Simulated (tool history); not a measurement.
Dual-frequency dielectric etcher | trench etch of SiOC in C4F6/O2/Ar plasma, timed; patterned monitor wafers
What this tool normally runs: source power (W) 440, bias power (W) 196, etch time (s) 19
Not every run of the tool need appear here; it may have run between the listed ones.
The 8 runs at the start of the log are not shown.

run   hour  source power (W)  bias power (W)  etch time (s)  read-back reference wafer on the same gauge, depth_nm  mean etch depth across the wafer (angstrom)
     250.6  -- bias power generator calibrated
     257.2  -- upper electrode replaced
  9  257.7               440             196             19                                                  48.51                                        446.4
 10  268.8               440             196             19                                                  48.49                                        444.8
 11  289.7               440             196             19                                                  48.45                                        445.7
 12  308.3               440             196             19                                                  48.52                                        443.5
 13  343.9               440             196             19                                                  48.51                                        443.7
 14  365.7               530             196             14                                                  48.51                                        342.8
       377  -- gauge calibrated
 15  385.1               440             196             19                                                  48.47                                        442.9
 16  403.8               390             214           15.5                                                  48.49                                        364.3
 17  420.3               440             157             14                                                  48.52                                        296.6
 18  433.3               370             212             23                                                  48.54                                        528.8
 19  454.8               490             221             19                                                  48.51                                        476.2
 20    538               440             153             19                                                  48.47                                        393.7
 21  556.3               490             196             22                                                   48.5                                        518.6
     601.7  -- wet clean of the chamber
 22  602.2               490             196             22                                                  48.49                                        536.6
 23    606               440             196             19                                                  48.46                                        450.8
 24  635.7               390             196             22                                                  48.52                                        503.2
 25  685.9               440             196             19                                                  48.48                                        447.3
 26  700.6               390             223             19                                                   48.5                                        456.5
 27  714.6               440             196             19                                                  48.49                                        446.3
 28  748.9               540             157           16.5                                                  48.53                                        371.5
 29  772.7               540             239             24                                                  48.52                                        644.7
 30  867.6               440             230             19                                                  48.54                                        473.1

What if the next run were any one of these 4? Each begins from the tool's condition after run 30:
  A   868               440             234             19                                                      ?                                            ?
  B   868               530             228             19                                                      ?                                            ?
  C   868               500             237             19                                                      ?                                            ?
  D   868               480             196             19                                                      ?                                            ?

run  read-back reference wafer on the same gauge, depth_nm  mean etch depth across the wafer (angstrom)
  A                                                  48.52                                        478.2
  B                                                  48.52                                        496.1
  C                                                  48.52                                        496.5
  D                                                  48.52                                        453.8
Without the tool's unlogged condition, the same runs would have read:
run  mean etch depth across the wafer (angstrom)
  A                                          485
  B                                        503.2
  C                                        503.6
  D                                        460.3
